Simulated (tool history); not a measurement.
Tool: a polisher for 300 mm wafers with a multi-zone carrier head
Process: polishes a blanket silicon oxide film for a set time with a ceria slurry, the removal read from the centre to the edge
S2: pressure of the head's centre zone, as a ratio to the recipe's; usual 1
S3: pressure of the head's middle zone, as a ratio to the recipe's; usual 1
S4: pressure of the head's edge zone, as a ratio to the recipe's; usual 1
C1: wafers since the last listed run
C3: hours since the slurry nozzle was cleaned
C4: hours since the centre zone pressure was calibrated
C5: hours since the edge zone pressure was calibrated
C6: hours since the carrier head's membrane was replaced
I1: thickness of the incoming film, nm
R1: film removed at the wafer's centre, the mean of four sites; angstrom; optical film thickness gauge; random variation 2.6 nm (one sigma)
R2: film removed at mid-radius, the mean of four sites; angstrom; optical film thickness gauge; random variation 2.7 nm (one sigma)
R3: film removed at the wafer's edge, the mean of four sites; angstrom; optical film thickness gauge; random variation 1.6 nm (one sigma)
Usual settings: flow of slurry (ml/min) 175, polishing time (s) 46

run 1 hour=0 | flow_of_slurry_(ml/min)=175 S2=1 S3=1 S4=1 polishing_time_(s)=34 | C1=0 wafers_polished_on_this_pad=127 C3=212.5 C4=748.7 C5=697.2 C6=347.2 | I1=1419.2 | R1=1398 R2=1409 R3=1411
run 2 hour=32.5 | flow_of_slurry_(ml/min)=175 S2=1 S3=1 S4=1 polishing_time_(s)=34 | C1=473 wafers_polished_on_this_pad=601 C3=245 C4=781.2 C5=729.7 C6=379.7 | I1=1400.7 | R1=1342 R2=1380 R3=1356
run 3 hour=48.1 | flow_of_slurry_(ml/min)=175 S2=1 S3=0.96 S4=1 polishing_time_(s)=46 | C1=227 wafers_polished_on_this_pad=828 C3=260.6 C4=796.8 C5=745.3 C6=395.3 | I1=1414.7 | R1=1822 R2=1766 R3=1856
run 4 hour=71.8 | flow_of_slurry_(ml/min)=175 S2=1 S3=0.96 S4=1 polishing_time_(s)=46 | C1=345 wafers_polished_on_this_pad=1173 C3=284.3 C4=820.5 C5=769 C6=419 | I1=1398 | R1=1773 R2=1732 R3=1784
run 5 hour=91.1 | flow_of_slurry_(ml/min)=175 S2=1 S3=0.96 S4=1 polishing_time_(s)=46 | C1=281 wafers_polished_on_this_pad=1455 C3=303.6 C4=839.8 C5=788.3 C6=438.3 | I1=1390.7 | R1=1755 R2=1677 R3=1756
-- hour=98.2 edge zone pressure recalibrated
run 6 hour=112.9 | flow_of_slurry_(ml/min)=175 S2=1 S3=1.09 S4=0.92 polishing_time_(s)=46 | C1=288 wafers_polished_on_this_pad=1743 C3=325.4 C4=861.6 C5=14.7 C6=460.1 | I1=1396.7 | R1=1703 R2=1823 R3=1613
-- hour=122.2 worn pad replaced by a new one
run 7 hour=130 | flow_of_slurry_(ml/min)=175 S2=1 S3=1.09 S4=0.92 polishing_time_(s)=46 | C1=190 wafers_polished_on_this_pad=113 C3=342.5 C4=878.7 C5=31.8 C6=477.2 | I1=1433.4 | R1=1809 R2=1966 R3=1806
run 8 hour=161.7 | flow_of_slurry_(ml/min)=175 S2=1 S3=1.09 S4=0.92 polishing_time_(s)=46 | C1=462 wafers_polished_on_this_pad=575 C3=374.2 C4=910.4 C5=63.5 C6=508.9 | I1=1402.9 | R1=1797 R2=1957 R3=1744
-- hour=171.8 slurry nozzle cleaned
run 9 hour=189.5 | flow_of_slurry_(ml/min)=160 S2=1 S3=1 S4=1 polishing_time_(s)=46 | C1=390 wafers_polished_on_this_pad=966 C3=17.7 C4=938.2 C5=91.3 C6=536.7 | I1=1401.6 | R1=1873 R2=1880 R3=1833
run 10 hour=205.1 | flow_of_slurry_(ml/min)=175 S2=1.1 S3=1 S4=1.05 polishing_time_(s)=46 | C1=227 wafers_polished_on_this_pad=1193 C3=33.3 C4=953.8 C5=106.9 C6=552.3 | I1=1393.1 | R1=2050 R2=1829 R3=1901
-- hour=229.9 centre zone pressure recalibrated
-- hour=241 worn pad replaced by a new one
run 11 hour=241.5 | flow_of_slurry_(ml/min)=175 S2=1 S3=1 S4=1 polishing_time_(s)=46 | C1=443 wafers_polished_on_this_pad=6 C3=69.7 C4=11.6 C5=143.3 C6=588.7 | I1=1415.6 | R1=1983 R2=1908 R3=1921
run 12 hour=256.1 | flow_of_slurry_(ml/min)=175 S2=1 S3=1 S4=1 polishing_time_(s)=46 | C1=212 wafers_polished_on_this_pad=219 C3=84.3 C4=26.2 C5=157.9 C6=603.3 | I1=1408.3 | R1=1976 R2=1932 R3=1896
run 13 hour=277 | flow_of_slurry_(ml/min)=215 S2=1 S3=1 S4=1 polishing_time_(s)=46 | C1=304 wafers_polished_on_this_pad=524 C3=105.2 C4=47.1 C5=178.8 C6=624.2 | I1=1403.2 | R1=2009 R2=2014 R3=1943
run 14 hour=308 | flow_of_slurry_(ml/min)=150 S2=0.95 S3=0.95 S4=1 polishing_time_(s)=41 | C1=451 wafers_polished_on_this_pad=976 C3=136.2 C4=78.1 C5=209.8 C6=655.2 | I1=1423.7 | R1=1492 R2=1511 R3=1628
-- hour=325.1 carrier head's membrane replaced by a new one
run 15 hour=340.7 | flow_of_slurry_(ml/min)=175 S2=1.12 S3=1 S4=1 polishing_time_(s)=46 | C1=403 wafers_polished_on_this_pad=1379 C3=168.9 C4=110.8 C5=242.5 C6=15.6 | I1=1405.5 | R1=2000 R2=1782 R3=1812
-- hour=370.4 worn pad replaced by a new one
run 16 hour=370.9 | flow_of_slurry_(ml/min)=175 S2=1 S3=1 S4=0.95 polishing_time_(s)=46 | C1=381 wafers_polished_on_this_pad=7 C3=199.1 C4=141 C5=272.7 C6=45.8 | I1=1401.1 | R1=1908 R2=1878 R3=1806
run 17 hour=398.9 | flow_of_slurry_(ml/min)=175 S2=1 S3=1 S4=1 polishing_time_(s)=50 | C1=408 wafers_polished_on_this_pad=415 C3=227.1 C4=169 C5=300.7 C6=73.8 | I1=1403.8 | R1=2007 R2=1987 R3=2002
run 18 hour=413 | flow_of_slurry_(ml/min)=225 S2=1 S3=1 S4=1 polishing_time_(s)=54 | C1=205 wafers_polished_on_this_pad=621 C3=241.2 C4=183.1 C5=314.8 C6=87.9 | I1=1394.8 | R1=2279 R2=2225 R3=2252
run 19 hour=439.6 | flow_of_slurry_(ml/min)=175 S2=1 S3=1 S4=1 polishing_time_(s)=46 | C1=387 wafers_polished_on_this_pad=1008 C3=267.8 C4=209.7 C5=341.4 C6=114.5 | I1=1411.9 | R1=1794 R2=1796 R3=1815
run 20 hour=456.1 | flow_of_slurry_(ml/min)=200 S2=0.97 S3=1 S4=1.04 polishing_time_(s)=46 | C1=240 wafers_polished_on_this_pad=1249 C3=284.3 C4=226.2 C5=357.9 C6=131 | I1=1410.8 | R1=1750 R2=1797 R3=1826
run 21 hour=471.8 | flow_of_slurry_(ml/min)=230 S2=0.95 S3=0.94 S4=1.04 polishing_time_(s)=46 | C1=228 wafers_polished_on_this_pad=1478 C3=300 C4=241.9 C5=373.6 C6=146.7 | I1=1398 | R1=1685 R2=1688 R3=1845
-- hour=495.5 worn pad replaced by a new one
run 22 hour=499.7 | flow_of_slurry_(ml/min)=175 S2=1 S3=1 S4=1 polishing_time_(s)=46 | C1=348 wafers_polished_on_this_pad=61 C3=327.9 C4=269.8 C5=401.5 C6=174.6 | I1=1387.2 | R1=1848 R2=1881 R3=1861

4 ways to go on from here, each from the tool as it stands after run 22. What would each give?
run A hour=500.1 | flow_of_slurry_(ml/min)=175 S2=1 S3=1 S4=1 polishing_time_(s)=40 | C1=5 wafers_polished_on_this_pad=67 C3=328.3 C4=270.2 C5=401.9 C6=175 | I1=1411.3 | R1=? R2=? R3=?
run B hour=500.1 | flow_of_slurry_(ml/min)=175 S2=0.96 S3=0.95 S4=1.05 polishing_time_(s)=46 | C1=5 wafers_polished_on_this_pad=67 C3=328.3 C4=270.2 C5=401.9 C6=175 | I1=1411.3 | R1=? R2=? R3=?
run C hour=500.1 | flow_of_slurry_(ml/min)=230 S2=1 S3=1 S4=1 polishing_time_(s)=31 | C1=5 wafers_polished_on_this_pad=67 C3=328.3 C4=270.2 C5=401.9 C6=175 | I1=1411.3 | R1=? R2=? R3=?
run D hour=500.1 | flow_of_slurry_(ml/min)=175 S2=1 S3=1 S4=1 polishing_time_(s)=58 | C1=5 wafers_polished_on_this_pad=67 C3=328.3 C4=270.2 C5=401.9 C6=175 | I1=1411.3 | R1=? R2=? R3=?

run=A R1=1587 R2=1637 R3=1620
run=B R1=1758 R2=1804 R3=1909
run=C R1=1299 R2=1332 R3=1300
run=D R1=2302 R2=2374 R3=2349
Without the tool's hidden state the same runs would have given:
run=A R1=1684 R2=1726 R3=1683
run=B R1=1865 R2=1901 R3=1984
run=C R1=1360 R2=1388 R3=1341
run=D R1=2441 R2=2502 R3=2440

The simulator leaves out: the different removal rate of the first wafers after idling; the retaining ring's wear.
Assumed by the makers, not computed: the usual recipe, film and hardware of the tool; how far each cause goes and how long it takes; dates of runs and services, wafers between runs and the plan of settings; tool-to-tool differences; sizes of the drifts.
